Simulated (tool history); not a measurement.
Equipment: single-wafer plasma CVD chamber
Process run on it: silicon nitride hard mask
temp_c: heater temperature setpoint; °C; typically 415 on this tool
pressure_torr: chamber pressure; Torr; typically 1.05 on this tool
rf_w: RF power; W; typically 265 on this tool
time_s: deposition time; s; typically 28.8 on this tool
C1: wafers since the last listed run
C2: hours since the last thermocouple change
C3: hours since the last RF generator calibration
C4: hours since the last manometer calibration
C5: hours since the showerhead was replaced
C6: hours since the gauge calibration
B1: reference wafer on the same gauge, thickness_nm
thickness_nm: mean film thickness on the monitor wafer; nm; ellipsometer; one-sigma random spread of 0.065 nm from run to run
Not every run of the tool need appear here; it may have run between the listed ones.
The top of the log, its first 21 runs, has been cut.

run 22 hour=250.6 | temp_c=415 pressure_torr=1.05 rf_w=265 time_s=24.1 | C1=463 C2=238.1 C3=238.9 C4=62.2 C5=169.4 C6=209.7 | B1=29.91 | thickness_nm=23.161
run 23 hour=257 | temp_c=415 pressure_torr=1.05 rf_w=265 time_s=28.8 | C1=164 C2=244.5 C3=245.3 C4=68.6 C5=175.8 C6=216.1 | B1=29.915 | thickness_nm=27.604
run 24 hour=265.1 | temp_c=421 pressure_torr=1.05 rf_w=265 time_s=26.7 | C1=208 C2=252.6 C3=253.4 C4=76.7 C5=183.9 C6=224.2 | B1=29.889 | thickness_nm=25.491
run 25 hour=276.1 | temp_c=415 pressure_torr=0.83 rf_w=265 time_s=28.8 | C1=283 C2=263.6 C3=264.4 C4=87.7 C5=194.9 C6=235.2 | B1=29.893 | thickness_nm=26.062
run 26 hour=285.8 | temp_c=415 pressure_torr=1.05 rf_w=265 time_s=24.1 | C1=249 C2=273.3 C3=274.1 C4=97.4 C5=204.6 C6=244.9 | B1=29.922 | thickness_nm=23.073
run 27 hour=291.9 | temp_c=415 pressure_torr=1.05 rf_w=265 time_s=32.5 | C1=157 C2=279.4 C3=280.2 C4=103.5 C5=210.7 C6=251 | B1=29.907 | thickness_nm=31.255
run 28 hour=301.2 | temp_c=415 pressure_torr=0.82 rf_w=265 time_s=28.8 | C1=239 C2=288.7 C3=289.5 C4=112.8 C5=220 C6=260.3 | B1=29.912 | thickness_nm=26.089
run 29 hour=318.5 | temp_c=415 pressure_torr=1.05 rf_w=265 time_s=28.8 | C1=445 C2=306 C3=306.8 C4=130.1 C5=237.3 C6=277.6 | B1=29.902 | thickness_nm=27.379
run 30 hour=327.7 | temp_c=415 pressure_torr=0.84 rf_w=310 time_s=28.8 | C1=236 C2=315.2 C3=316 C4=139.3 C5=246.5 C6=286.8 | B1=29.89 | thickness_nm=29.232

What if the next run were any one of these 3? Each begins from the tool's condition after run 30:
run A hour=328.1 | temp_c=415 pressure_torr=1.05 rf_w=265 time_s=28.8 | C1=10 C2=315.6 C3=316.4 C4=139.7 C5=246.9 C6=287.2 | B1=? | thickness_nm=?
run B hour=328.1 | temp_c=429 pressure_torr=1.2 rf_w=265 time_s=23.2 | C1=10 C2=315.6 C3=316.4 C4=139.7 C5=246.9 C6=287.2 | B1=? | thickness_nm=?
run C hour=328.1 | temp_c=415 pressure_torr=1.05 rf_w=290 time_s=28.8 | C1=10 C2=315.6 C3=316.4 C4=139.7 C5=246.9 C6=287.2 | B1=? | thickness_nm=?

run=A B1=29.901 thickness_nm=27.487
run=B B1=29.901 thickness_nm=22.689
run=C B1=29.901 thickness_nm=29.239
Without the tool's hidden state the same runs would have given:
run=A thickness_nm=28.118
run=B thickness_nm=23.209
run=C thickness_nm=29.883
